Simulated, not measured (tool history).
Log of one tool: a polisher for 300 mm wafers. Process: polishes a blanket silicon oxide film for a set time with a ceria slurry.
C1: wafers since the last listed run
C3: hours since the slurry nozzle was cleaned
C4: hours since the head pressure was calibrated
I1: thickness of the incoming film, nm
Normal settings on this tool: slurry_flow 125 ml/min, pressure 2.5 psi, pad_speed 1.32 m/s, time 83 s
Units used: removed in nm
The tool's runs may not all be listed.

{"run": 1, "hour": 0.0, "slurry_flow": 125, "pressure": 2.5, "pad_speed": 1.32, "time": 83, "C1": 0, "wafers polished on this pad": 312, "C3": 328.7, "C4": 266.1, "I1": 1501, "removed": 413.8}
{"run": 2, "hour": 32.4, "slurry_flow": 125, "pressure": 2.5, "pad_speed": 1.32, "time": 83, "C1": 430, "wafers polished on this pad": 743, "C3": 361.1, "C4": 298.5, "I1": 1535.9, "removed": 402.8}
{"run": 3, "hour": 56.8, "slurry_flow": 125, "pressure": 2.5, "pad_speed": 1.32, "time": 83, "C1": 324, "wafers polished on this pad": 1067, "C3": 385.5, "C4": 322.9, "I1": 1516.6, "removed": 396.2}
{"run": 4, "hour": 78.5, "slurry_flow": 125, "pressure": 2.5, "pad_speed": 1.2, "time": 83, "C1": 288, "wafers polished on this pad": 1355, "C3": 407.2, "C4": 344.6, "I1": 1532.1, "removed": 360.9}
{"hour": 89.2, "done": "worn pad replaced by a new one"}
{"run": 5, "hour": 104.6, "slurry_flow": 125, "pressure": 2.5, "pad_speed": 1.2, "time": 83, "C1": 293, "wafers polished on this pad": 205, "C3": 433.3, "C4": 370.7, "I1": 1531.3, "removed": 394.3}
{"run": 6, "hour": 132.7, "slurry_flow": 125, "pressure": 2.5, "pad_speed": 1.32, "time": 83, "C1": 373, "wafers polished on this pad": 578, "C3": 461.4, "C4": 398.8, "I1": 1535.3, "removed": 411.8}
{"run": 7, "hour": 153.3, "slurry_flow": 125, "pressure": 2.5, "pad_speed": 1.32, "time": 83, "C1": 273, "wafers polished on this pad": 852, "C3": 482, "C4": 419.4, "I1": 1500.3, "removed": 400.8}
{"run": 8, "hour": 170.7, "slurry_flow": 125, "pressure": 2.5, "pad_speed": 1.32, "time": 83, "C1": 231, "wafers polished on this pad": 1083, "C3": 499.4, "C4": 436.8, "I1": 1521.9, "removed": 398.8}
{"hour": 190.8, "done": "worn pad replaced by a new one"}
{"run": 9, "hour": 204.9, "slurry_flow": 125, "pressure": 1.8, "pad_speed": 1.32, "time": 83, "C1": 401, "wafers polished on this pad": 187, "C3": 533.6, "C4": 471, "I1": 1535.7, "removed": 299.6}
{"run": 10, "hour": 223.8, "slurry_flow": 125, "pressure": 1.8, "pad_speed": 1.32, "time": 83, "C1": 251, "wafers polished on this pad": 438, "C3": 552.5, "C4": 489.9, "I1": 1512.9, "removed": 296.7}
{"run": 11, "hour": 251.7, "slurry_flow": 125, "pressure": 2.5, "pad_speed": 1.66, "time": 83, "C1": 370, "wafers polished on this pad": 809, "C3": 580.4, "C4": 517.8, "I1": 1521.2, "removed": 481.9}
{"run": 12, "hour": 287.5, "slurry_flow": 85, "pressure": 2.5, "pad_speed": 1.32, "time": 60, "C1": 475, "wafers polished on this pad": 1285, "C3": 616.2, "C4": 553.6, "I1": 1499.2, "removed": 251.4}
{"run": 13, "hour": 303.0, "slurry_flow": 145, "pressure": 2.5, "pad_speed": 1.68, "time": 83, "C1": 206, "wafers polished on this pad": 1491, "C3": 631.7, "C4": 569.1, "I1": 1529.9, "removed": 464}
{"hour": 311.0, "done": "worn pad replaced by a new one"}
{"run": 14, "hour": 331.0, "slurry_flow": 125, "pressure": 2.5, "pad_speed": 0.96, "time": 83, "C1": 318, "wafers polished on this pad": 265, "C3": 659.7, "C4": 597.1, "I1": 1522.6, "removed": 330.6}
{"run": 15, "hour": 358.2, "slurry_flow": 125, "pressure": 2.5, "pad_speed": 1.32, "time": 83, "C1": 361, "wafers polished on this pad": 627, "C3": 686.9, "C4": 624.3, "I1": 1529.4, "removed": 405.1}
{"run": 16, "hour": 377.1, "slurry_flow": 125, "pressure": 2.5, "pad_speed": 1.52, "time": 83, "C1": 251, "wafers polished on this pad": 878, "C3": 705.8, "C4": 643.2, "I1": 1502.4, "removed": 443}
{"hour": 397.6, "done": "slurry nozzle cleaned"}
{"hour": 405.5, "done": "worn pad replaced by a new one"}
{"run": 17, "hour": 411.6, "slurry_flow": 170, "pressure": 3.3, "pad_speed": 1.32, "time": 83, "C1": 392, "wafers polished on this pad": 80, "C3": 14, "C4": 677.7, "I1": 1514.8, "removed": 598.3}
{"hour": 423.6, "done": "head pressure recalibrated"}
{"run": 18, "hour": 437.8, "slurry_flow": 125, "pressure": 2.5, "pad_speed": 1.32, "time": 83, "C1": 321, "wafers polished on this pad": 402, "C3": 40.2, "C4": 14.2, "I1": 1502.1, "removed": 408.4}
{"run": 19, "hour": 456.6, "slurry_flow": 160, "pressure": 2.5, "pad_speed": 1.32, "time": 83, "C1": 249, "wafers polished on this pad": 652, "C3": 59, "C4": 33, "I1": 1507.9, "removed": 430.2}
{"run": 20, "hour": 482.6, "slurry_flow": 160, "pressure": 2.5, "pad_speed": 0.94, "time": 69, "C1": 345, "wafers polished on this pad": 997, "C3": 85, "C4": 59, "I1": 1494, "removed": 267.9}
{"run": 21, "hour": 494.7, "slurry_flow": 125, "pressure": 3.2, "pad_speed": 1.32, "time": 107, "C1": 160, "wafers polished on this pad": 1158, "C3": 97.1, "C4": 71.1, "I1": 1528.8, "removed": 646.5}
{"run": 22, "hour": 520.7, "slurry_flow": 95, "pressure": 3.1, "pad_speed": 1.54, "time": 102, "C1": 345, "wafers polished on this pad": 1504, "C3": 123.1, "C4": 97.1, "I1": 1533.5, "removed": 602.2}
{"hour": 528.4, "done": "worn pad replaced by a new one"}
{"run": 23, "hour": 547.9, "slurry_flow": 125, "pressure": 2.5, "pad_speed": 1.06, "time": 70, "C1": 308, "wafers polished on this pad": 259, "C3": 150.3, "C4": 124.3, "I1": 1521.5, "removed": 296.2}

Below are 4 alternative next runs, each starting from the tool's condition after run 23. Predict each:
{"run": "A", "hour": 548.3, "slurry_flow": 125, "pressure": 2.5, "pad_speed": 1.32, "time": 83, "C1": 5, "wafers polished on this pad": 265, "C3": 150.7, "C4": 124.7, "I1": 1532.7, "removed": "?"}
{"run": "B", "hour": 548.3, "slurry_flow": 95, "pressure": 2.5, "pad_speed": 1.32, "time": 83, "C1": 5, "wafers polished on this pad": 265, "C3": 150.7, "C4": 124.7, "I1": 1532.7, "removed": "?"}
{"run": "C", "hour": 548.3, "slurry_flow": 90, "pressure": 3, "pad_speed": 1.68, "time": 109, "C1": 5, "wafers polished on this pad": 265, "C3": 150.7, "C4": 124.7, "I1": 1532.7, "removed": "?"}
{"run": "D", "hour": 548.3, "slurry_flow": 125, "pressure": 2.9, "pad_speed": 1.32, "time": 72, "C1": 5, "wafers polished on this pad": 265, "C3": 150.7, "C4": 124.7, "I1": 1532.7, "removed": "?"}

run=A removed=416
run=B removed=386.9
run=C removed=723.7
run=D removed=418.6
The same runs, with their run-to-run variation unchanged, on a tool lacking any hidden condition would have given:
run=A removed=425.3
run=B removed=395.5
run=C removed=739.8
run=D removed=427.9
